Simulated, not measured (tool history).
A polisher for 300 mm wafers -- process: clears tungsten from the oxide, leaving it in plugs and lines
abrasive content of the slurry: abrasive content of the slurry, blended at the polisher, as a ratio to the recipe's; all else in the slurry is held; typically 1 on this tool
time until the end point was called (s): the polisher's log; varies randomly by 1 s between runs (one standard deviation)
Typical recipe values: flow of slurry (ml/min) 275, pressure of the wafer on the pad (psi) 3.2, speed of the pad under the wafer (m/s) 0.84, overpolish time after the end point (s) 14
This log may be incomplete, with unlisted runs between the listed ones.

| run | hour | flow of slurry (ml/min) | pressure of the wafer on the pad (psi) | speed of the pad under the wafer (m/s) | abrasive content of the slurry | overpolish time after the end point (s) | incoming thickness of the incoming film, nm | time until the end point was called (s) |
|---|---|---|---|---|---|---|---|---|
| 1 | 0 | 275 | 3.2 | 0.84 | 1 | 14 | 395.3 | 97.8 |
|  | 5.3 | worn pad replaced by a new one |
|  | 15.2 | slurry blender recalibrated |
| 2 | 27.5 | 275 | 3.2 | 0.84 | 1 | 14 | 395.8 | 94.3 |
| 3 | 57.9 | 235 | 3.2 | 0.84 | 1 | 14 | 392.1 | 96.5 |
| 4 | 84.9 | 275 | 3.2 | 0.84 | 1 | 14 | 386.1 | 94.6 |
| 5 | 100.9 | 275 | 3.2 | 0.84 | 1 | 14 | 388.5 | 96.5 |
| 6 | 113.8 | 275 | 3.2 | 0.84 | 1 | 19 | 396.8 | 95.2 |
| 7 | 147.7 | 350 | 2.9 | 0.84 | 1 | 14 | 394.8 | 99.1 |
| 8 | 169.1 | 275 | 3.2 | 0.84 | 1.25 | 14 | 385.6 | 89.6 |
| 9 | 198.3 | 275 | 2.5 | 1.12 | 1.15 | 14 | 392.8 | 82.7 |
|  | 214 | head pressure recalibrated |
|  | 267.6 | worn pad replaced by a new one |
| 10 | 268.1 | 210 | 4.1 | 0.84 | 1 | 14 | 388.1 | 82.3 |
|  | 271.6 | slurry tank refilled with fresh slurry and peroxide |
| 11 | 296.5 | 275 | 3.2 | 0.84 | 1 | 14 | 387.1 | 95.4 |
| 12 | 319.4 | 275 | 3.2 | 0.84 | 1 | 14 | 391 | 99.5 |
| 13 | 345.8 | 275 | 3.2 | 0.84 | 1 | 14 | 391.7 | 98.9 |
| 14 | 358.4 | 275 | 3.2 | 0.84 | 1 | 14 | 390.8 | 98.2 |
| 15 | 391.9 | 275 | 3.2 | 0.84 | 1.2 | 14 | 391.1 | 92.3 |
|  | 438.8 | slurry blender recalibrated |
| 16 | 442.7 | 305 | 2.1 | 0.68 | 1 | 14 | 398.3 | 158.4 |
|  | 495.8 | slurry nozzle cleaned |
| 17 | 496.3 | 275 | 3.2 | 1.12 | 1.15 | 14 | 388.9 | 69.2 |
|  | 506.9 | slurry tank refilled with fresh slurry and peroxide |
|  | 542.1 | worn pad replaced by a new one |
| 18 | 578.3 | 315 | 3.2 | 0.84 | 1 | 11 | 390.9 | 95.3 |
| 19 | 606.8 | 355 | 3.2 | 0.84 | 1.2 | 14 | 387 | 88.9 |
| 20 | 635.1 | 275 | 3.2 | 0.84 | 1 | 14 | 397.4 | 98.5 |
| 21 | 658.4 | 205 | 4.2 | 0.84 | 0.8 | 20 | 391.8 | 85.8 |
| 22 | 691.1 | 275 | 3.2 | 0.84 | 1 | 14 | 382.3 | 93.9 |
| 23 | 703.4 | 360 | 2.4 | 0.84 | 0.85 | 10 | 391.9 | 121.1 |
| 24 | 722.2 | 315 | 2.1 | 0.84 | 1.25 | 9 | 390.6 | 122.7 |
|  | 739.7 | slurry tank refilled with fresh slurry and peroxide |
| 25 | 740.2 | 210 | 3.2 | 0.84 | 1 | 14 | 390.1 | 101.2 |
| 26 | 760.4 | 275 | 3.2 | 0.58 | 1.25 | 14 | 397.4 | 138.7 |
|  | 776.8 | worn pad replaced by a new one |
| 27 | 857.8 | 370 | 2.2 | 0.84 | 0.9 | 14 | 389.8 | 128.3 |

Each row is a separate what-if for the run after 27, all from the same tool condition, not one after another. Results?
| A | 858.3 | 215 | 3.2 | 0.84 | 1 | 14 | 393 | ? |
| B | 858.3 | 320 | 3.5 | 0.84 | 1 | 14 | 393 | ? |
| C | 858.3 | 345 | 2.4 | 0.84 | 1.15 | 14 | 393 | ? |

| run | time until the end point was called (s) |
|---|---|
| A | 100.7 |
| B | 90.8 |
| C | 115.4 |
Take away the tool's hidden state, keep each run's random variation, and the runs would have read:
| run | time until the end point was called (s) |
|---|---|
| A | 94.5 |
| B | 85.1 |
| C | 108.1 |
